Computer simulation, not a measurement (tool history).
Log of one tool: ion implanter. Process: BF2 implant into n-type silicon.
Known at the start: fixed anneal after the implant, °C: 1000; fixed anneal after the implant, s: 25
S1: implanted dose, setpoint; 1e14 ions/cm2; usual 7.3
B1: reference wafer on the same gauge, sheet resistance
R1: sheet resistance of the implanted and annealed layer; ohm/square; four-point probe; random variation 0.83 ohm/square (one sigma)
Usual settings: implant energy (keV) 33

Run 1, day 0: usual settings but implant energy (keV) 37.5; B1 159.99. Result: R1 165.48 ohm/square.
Run 2, day 2.896: usual settings but S1 8.89 1e14 ions/cm2; B1 159.86. Result: R1 154.39 ohm/square.
Run 3, day 4.129: usual settings but S1 8.89 1e14 ions/cm2; B1 159.9. Result: R1 155.5 ohm/square.
Run 4, day 6.896: usual settings but S1 8.89 1e14 ions/cm2; B1 159.85. Result: R1 154.62 ohm/square.
Run 5, day 9.454: usual settings but S1 5.61 1e14 ions/cm2, implant energy (keV) 29.5; B1 159.91. Result: R1 213.54 ohm/square.
At day 10.3: Faraday cup replaced and dose calibrated.
Run 6, day 12.017: usual settings; B1 160.08. Result: R1 172.61 ohm/square.
Run 7, day 13.958: usual settings; B1 160. Result: R1 172.78 ohm/square.
Run 8, day 15.567: usual settings but S1 9.14 1e14 ions/cm2, implant energy (keV) 29; B1 160.13. Result: R1 157.91 ohm/square.
Run 9, day 17.342: usual settings but S1 6.36 1e14 ions/cm2, implant energy (keV) 24; B1 159.94. Result: R1 203.52 ohm/square.
At day 17.742: gauge calibrated.
Run 10, day 19.85: usual settings but S1 8.89 1e14 ions/cm2; B1 159.97. Result: R1 154.09 ohm/square.
At day 21.717: extraction supply calibrated.
Run 11, day 22.25: usual settings but S1 6.63 1e14 ions/cm2, implant energy (keV) 44.5; B1 159.9. Result: R1 172.81 ohm/square.

Forecast run 12:
Run 12, day 24.108: usual settings; B1 ?. Result: R1 ?.

Run 12 gave B1 159.84, R1 171.26 ohm/square.
Without the tool's hidden state the same run would have given R1 171.26 ohm/square.

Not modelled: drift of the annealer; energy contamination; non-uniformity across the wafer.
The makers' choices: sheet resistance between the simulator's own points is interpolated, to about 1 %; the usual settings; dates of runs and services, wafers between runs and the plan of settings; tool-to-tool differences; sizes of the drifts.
